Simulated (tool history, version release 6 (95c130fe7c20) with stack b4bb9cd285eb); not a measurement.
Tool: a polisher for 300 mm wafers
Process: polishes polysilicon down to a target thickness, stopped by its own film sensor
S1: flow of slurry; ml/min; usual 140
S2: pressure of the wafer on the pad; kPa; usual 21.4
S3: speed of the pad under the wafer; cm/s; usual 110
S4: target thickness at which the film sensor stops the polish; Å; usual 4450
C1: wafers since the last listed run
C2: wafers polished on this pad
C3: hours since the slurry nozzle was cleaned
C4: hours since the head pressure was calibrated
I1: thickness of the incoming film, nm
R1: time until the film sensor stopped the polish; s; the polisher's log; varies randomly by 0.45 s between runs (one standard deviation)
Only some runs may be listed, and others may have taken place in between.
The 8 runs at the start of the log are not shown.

run    hour   S1    S2   S3    S4    C1    C2     C3      C4     I1    R1
  9   419.3  140  21.4  110  4450   583  3018  329.2   300.6  931.8  40.2
      434.5  -- worn pad replaced by a new one
 10   446.1  140  21.4  110  4450   230   117    356   327.4  924.4  40.4
 11   491.9  140  21.4  110  4450   462   579  401.8   373.2  941.5  42.2
 12   516.7  140  21.4  110  4450   250   830  426.6     398  916.2  39.9
      527.2  -- slurry nozzle cleaned
 13   587.4  140  23.4  136  4450   703  1534   60.2   468.7  933.7  29.7
 14   623.7  140  23.4  136  4450   366  1900   96.5     505  936.4  30.6
 15   665.8  140  21.4  110  4090   425  2326  138.6   547.1  948.2  45.5
 16   714.6  140  21.4  110  4090   492  2818  187.4   595.9  928.5  44.7
 17   784.5  140  21.4  134  4450   705  3524  257.3   665.8  924.9  33.9
      801.8  -- worn pad replaced by a new one
 18   981.8  140  19.3  124  5030  1952  1818  454.6   863.1  936.7  37.2
      996.3  -- slurry nozzle cleaned
 19    1033  100  21.4   82  5160   506  2325   36.7   914.3  926.9  51.6
 20  1091.9  140  21.4  110  4450   594  2919   95.6   973.2    935  44.1
 21  1116.1  140  21.4  110  4450   244  3164  119.8   997.4  923.3  43.3
     1157.1  -- worn pad replaced by a new one
 22  1178.6  140  14.5   94  5050   590   216  182.3  1059.9  929.4  66.6
     1264.1  -- head pressure recalibrated
 23  1312.2  140  21.4  140  5900  1328  1545  315.9    48.1  932.3  22.9
 24  1364.6  140  21.4   72  4450   529  2074  368.3   100.5  933.5  61.7
 25  1394.5  140  28.3  144  4450   301  2376  398.2   130.4  920.9  23.2

What does the tool deliver on the next run?
     1405.5  -- slurry nozzle cleaned
 26  1490.8  140  28.3  110  4450  962  3339  85.3  226.7  927.2   ?

R1: 30.7 s
Without the tool's hidden state the same run would have given R1 30.6 s.
